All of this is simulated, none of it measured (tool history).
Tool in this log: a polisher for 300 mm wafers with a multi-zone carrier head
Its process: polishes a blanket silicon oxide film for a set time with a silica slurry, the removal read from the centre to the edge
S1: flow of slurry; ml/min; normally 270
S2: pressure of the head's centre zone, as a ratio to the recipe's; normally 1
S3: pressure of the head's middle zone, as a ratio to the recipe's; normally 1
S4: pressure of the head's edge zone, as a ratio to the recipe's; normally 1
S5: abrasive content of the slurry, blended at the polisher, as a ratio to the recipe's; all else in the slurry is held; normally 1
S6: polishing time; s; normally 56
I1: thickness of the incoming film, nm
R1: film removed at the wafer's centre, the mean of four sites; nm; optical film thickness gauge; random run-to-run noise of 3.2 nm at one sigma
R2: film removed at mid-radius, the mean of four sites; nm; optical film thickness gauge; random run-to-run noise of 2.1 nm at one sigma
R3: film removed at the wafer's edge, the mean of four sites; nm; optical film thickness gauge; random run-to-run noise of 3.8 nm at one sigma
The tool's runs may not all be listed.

| run | day | S1 | S2 | S3 | S4 | S5 | S6 | I1 | R1 | R2 | R3 |
|---|---|---|---|---|---|---|---|---|---|---|---|
| 1 | 0 | 270 | 1 | 1 | 1 | 1 | 56 | 788.7 | 292.1 | 288.9 | 294.4 |
| 2 | 2.792 | 270 | 1 | 1 | 1 | 1 | 56 | 784.3 | 296.9 | 288.8 | 302 |
| 3 | 5.579 | 270 | 1 | 0.93 | 1 | 1 | 56 | 797.2 | 293.6 | 268.1 | 291 |
|  | 6.646 | carrier head's membrane replaced by a new one |
|  | 9.317 | edge zone pressure recalibrated |
|  | 10.092 | centre zone pressure recalibrated |
|  | 16.379 | slurry nozzle cleaned |
| 4 | 18.35 | 270 | 1 | 0.93 | 1 | 1 | 56 | 780.3 | 264.6 | 243 | 262.9 |
|  | 18.675 | worn pad replaced by a new one |
| 5 | 26.475 | 270 | 1 | 1 | 0.94 | 1.1 | 56 | 795.1 | 304.3 | 294 | 292.8 |
|  | 28.338 | carrier head's membrane replaced by a new one |
| 6 | 29.042 | 270 | 1.06 | 1.03 | 0.9 | 0.9 | 56 | 778.2 | 293.9 | 272.6 | 259.8 |
|  | 30.279 | edge zone pressure recalibrated |
| 7 | 32.688 | 320 | 0.92 | 0.92 | 1 | 1 | 56 | 778 | 267.4 | 265.8 | 284.9 |
| 8 | 36.25 | 245 | 0.95 | 1.11 | 1 | 1 | 76 | 788.4 | 350.3 | 380.9 | 359 |
| 9 | 39.208 | 270 | 1.03 | 1 | 1 | 1 | 56 | 775.1 | 276.5 | 256.6 | 261.7 |
| 10 | 41.1 | 270 | 1 | 1 | 1 | 1 | 38 | 788.4 | 175 | 169.6 | 174.2 |
| 11 | 44.292 | 270 | 1 | 1.09 | 1 | 1 | 50 | 784.8 | 224.1 | 226.3 | 222.1 |
|  | 44.858 | worn pad replaced by a new one |
| 12 | 48.733 | 270 | 1 | 1 | 1 | 1 | 56 | 796.6 | 303.3 | 286.4 | 294.3 |
|  | 50.646 | carrier head's membrane replaced by a new one |
| 13 | 51.042 | 270 | 1 | 1 | 1 | 0.7 | 65 | 780.3 | 292.7 | 277.8 | 287.2 |
|  | 54.2 | edge zone pressure recalibrated |
|  | 54.479 | slurry nozzle cleaned |
|  | 60.812 | centre zone pressure recalibrated |
| 14 | 60.833 | 270 | 1.08 | 1 | 1 | 1.15 | 56 | 791.2 | 319.8 | 278.9 | 294.4 |
|  | 65.046 | worn pad replaced by a new one |
| 15 | 65.229 | 270 | 1 | 1 | 1 | 1 | 62 | 802.8 | 329.4 | 310.3 | 315.8 |
| 16 | 69.283 | 320 | 0.97 | 1 | 1.08 | 1 | 69 | 797.7 | 352.8 | 357.6 | 368.7 |
| 17 | 71.796 | 270 | 1 | 1 | 1 | 1 | 56 | 785.9 | 288.2 | 277.9 | 290.8 |
|  | 76.171 | carrier head's membrane replaced by a new one |
| 18 | 76.192 | 270 | 1.06 | 1.07 | 1 | 1.1 | 56 | 793.6 | 305.8 | 298.2 | 298.1 |
| 19 | 80.067 | 270 | 1 | 1 | 1 | 1.1 | 39 | 797.3 | 198.2 | 193.1 | 197.8 |
|  | 82.304 | edge zone pressure recalibrated |
| 20 | 83.425 | 270 | 1 | 1 | 1 | 1 | 56 | 780.8 | 269.5 | 255.8 | 259.5 |
| 21 | 85.8 | 190 | 1 | 1 | 1.11 | 1 | 56 | 787.6 | 243.7 | 236.2 | 265.3 |

4 options for the next run, each taken on its own from the tool as it stands now. Forecast them:
| A | 85.817 | 270 | 1 | 1.05 | 1 | 1 | 56 | 794.4 | ? | ? | ? |
| B | 85.817 | 270 | 1 | 1 | 1.1 | 1 | 44 | 794.4 | ? | ? | ? |
| C | 85.817 | 185 | 1 | 1.05 | 1 | 1 | 56 | 794.4 | ? | ? | ? |
| D | 85.817 | 270 | 1.06 | 1 | 1.09 | 1 | 56 | 794.4 | ? | ? | ? |

| run | R1 | R2 | R3 |
|---|---|---|---|
| A | 259.3 | 259.2 | 263.4 |
| B | 203.7 | 197.2 | 217.1 |
| C | 245.2 | 246.6 | 253.8 |
| D | 274.9 | 250.9 | 275 |
What these runs would have given with no unlogged condition in the tool:
| run | R1 | R2 | R3 |
|---|---|---|---|
| A | 299 | 299 | 303.8 |
| B | 234.9 | 227.4 | 250.3 |
| C | 282.8 | 284.4 | 292.7 |
| D | 317 | 289.4 | 317.2 |

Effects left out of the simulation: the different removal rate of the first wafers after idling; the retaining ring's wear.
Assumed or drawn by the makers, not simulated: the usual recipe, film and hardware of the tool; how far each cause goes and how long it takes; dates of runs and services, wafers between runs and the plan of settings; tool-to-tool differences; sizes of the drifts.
